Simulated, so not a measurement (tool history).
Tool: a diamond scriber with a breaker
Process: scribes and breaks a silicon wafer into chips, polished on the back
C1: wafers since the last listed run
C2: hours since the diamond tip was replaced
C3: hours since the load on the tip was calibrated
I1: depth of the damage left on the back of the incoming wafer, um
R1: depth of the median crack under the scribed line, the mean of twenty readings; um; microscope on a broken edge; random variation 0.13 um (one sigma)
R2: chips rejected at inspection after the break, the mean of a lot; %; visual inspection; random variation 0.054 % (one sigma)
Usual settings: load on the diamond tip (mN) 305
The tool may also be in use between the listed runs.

Run 1, day 0: usual settings; C1 0; C2 417.4; C3 1253.8; I1 0.02. Result: R1 14.12 um, R2 1.07 %.
Run 2, day 1.129: usual settings but load on the diamond tip (mN) 342; C1 37; C2 444.5; C3 1280.9; I1 0.02. Result: R1 14.59 um, R2 1.69 %.
Run 3, day 2.65: usual settings but load on the diamond tip (mN) 342; C1 50; C2 481; C3 1317.4; I1 0.01. Result: R1 14.5 um, R2 1.73 %.
Run 4, day 9.917: usual settings; C1 243; C2 655.4; C3 1491.8; I1 0.02. Result: R1 13.88 um, R2 1.03 %.
Run 5, day 11.117: usual settings but load on the diamond tip (mN) 335; C1 40; C2 684.2; C3 1520.6; I1 0.04. Result: R1 14.39 um, R2 1.37 %.
Run 6, day 12.888: usual settings; C1 59; C2 726.7; C3 1563.1; I1 0.05. Result: R1 13.79 um, R2 0.93 %.
Run 7, day 15.708: usual settings; C1 94; C2 794.4; C3 1630.8; I1 0.01. Result: R1 13.56 um, R2 1.06 %.
Run 8, day 17.671: usual settings; C1 65; C2 841.5; C3 1677.9; I1 0.03. Result: R1 13.43 um, R2 0.91 %.
Run 9, day 18.975: usual settings but load on the diamond tip (mN) 330; C1 43; C2 872.8; C3 1709.2; I1 0.03. Result: R1 14 um, R2 1.1 %.
Run 10, day 21.646: usual settings but load on the diamond tip (mN) 273; C1 89; C2 936.9; C3 1773.3; I1 0.02. Result: R1 12.81 um, R2 1.2 %.
Run 11, day 22.7: usual settings but load on the diamond tip (mN) 273; C1 35; C2 962.2; C3 1798.6; I1 0.03. Result: R1 12.88 um, R2 1.28 %.
Run 12, day 24.425: usual settings but load on the diamond tip (mN) 273; C1 57; C2 1003.6; C3 1840; I1 0.05. Result: R1 12.65 um, R2 1.44 %.
Run 13, day 25.575: usual settings but load on the diamond tip (mN) 259; C1 38; C2 1031.2; C3 1867.6; I1 0.01. Result: R1 12.48 um, R2 1.62 %.
At day 26.679: load on the tip recalibrated.
Run 14, day 27.488: usual settings but load on the diamond tip (mN) 259; C1 61; C2 1077.1; C3 19.4; I1 0.03. Result: R1 11.62 um, R2 3.11 %.
Run 15, day 30.154: usual settings but load on the diamond tip (mN) 341; C1 89; C2 1141.1; C3 83.4; I1 0.01. Result: R1 12.99 um, R2 1.09 %.
Run 16, day 32.125: usual settings but load on the diamond tip (mN) 393; C1 65; C2 1188.4; C3 130.7; I1 0.04. Result: R1 13.79 um, R2 1.06 %.
At day 33.425: diamond tip replaced by a new one.
Run 17, day 33.875: usual settings but load on the diamond tip (mN) 392; C1 55; C2 10.8; C3 172.7; I1 0.05. Result: R1 15.2 um, R2 2.51 %.
Run 18, day 36.6: usual settings but load on the diamond tip (mN) 384; C1 91; C2 76.2; C3 238.1; I1 0.02. Result: R1 15.07 um, R2 2.17 %.
Run 19, day 38.492: usual settings; C1 63; C2 121.6; C3 283.5; I1 0.02. Result: R1 13.45 um, R2 1.03 %.
Run 20, day 41.317: usual settings but load on the diamond tip (mN) 279; C1 94; C2 189.4; C3 351.3; I1 0.05. Result: R1 13.12 um, R2 1.08 %.
Run 21, day 43.592: usual settings but load on the diamond tip (mN) 272; C1 76; C2 244; C3 405.9; I1 0.02. Result: R1 13.17 um, R2 1.11 %.
Run 22, day 45.817: usual settings but load on the diamond tip (mN) 219; C1 74; C2 297.4; C3 459.3; I1 0.01. Result: R1 11.69 um, R2 2.61 %.
Run 23, day 48.283: usual settings but load on the diamond tip (mN) 245; C1 82; C2 356.6; C3 518.5; I1 0.03. Result: R1 12.5 um, R2 1.86 %.
Run 24, day 49.488: usual settings; C1 40; C2 385.5; C3 547.4; I1 0.02. Result: R1 13.39 um, R2 1.01 %.
Run 25, day 50.529: usual settings but load on the diamond tip (mN) 332; C1 34; C2 410.5; C3 572.4; I1 0.01. Result: R1 14.46 um, R2 1.27 %.
Run 26, day 51.796: usual settings but load on the diamond tip (mN) 244; C1 42; C2 440.9; C3 602.8; I1 0.04. Result: R1 12.44 um, R2 1.84 %.
Run 27, day 53.546: usual settings; C1 58; C2 482.9; C3 644.8; I1 0.03. Result: R1 13.61 um, R2 0.98 %.
Run 28, day 55.438: usual settings but load on the diamond tip (mN) 265; C1 63; C2 528.3; C3 690.2; I1 0.03. Result: R1 12.68 um, R2 1.42 %.
Run 29, day 56.85: usual settings but load on the diamond tip (mN) 269; C1 47; C2 562.2; C3 724.1; I1 0.04. Result: R1 12.93 um, R2 1.37 %.

Forecast each of these 5 alternatives for the next run:
Run A, day 56.879: usual settings but load on the diamond tip (mN) 388; C1 0; C2 562.9; C3 724.8; I1 0.05. Result: R1 ?, R2 ?.
Run B, day 56.879: usual settings but load on the diamond tip (mN) 215; C1 0; C2 562.9; C3 724.8; I1 0.05. Result: R1 ?, R2 ?.
Run C, day 56.879: usual settings but load on the diamond tip (mN) 258; C1 0; C2 562.9; C3 724.8; I1 0.05. Result: R1 ?, R2 ?.
Run D, day 56.879: usual settings but load on the diamond tip (mN) 226; C1 0; C2 562.9; C3 724.8; I1 0.05. Result: R1 ?, R2 ?.
Run E, day 56.879: usual settings but load on the diamond tip (mN) 339; C1 0; C2 562.9; C3 724.8; I1 0.05. Result: R1 ?, R2 ?.

run     R1    R2
  A     15  2.38
  B  11.68  3.23
  C  12.55  1.53
  D  11.91  2.67
  E   14.1  1.26
Without the tool's hidden state the same runs would have given:
run     R1    R2
  A  14.98  2.34
  B  11.67  3.28
  C  12.53  1.56
  D  11.89  2.71
  E  14.08  1.24
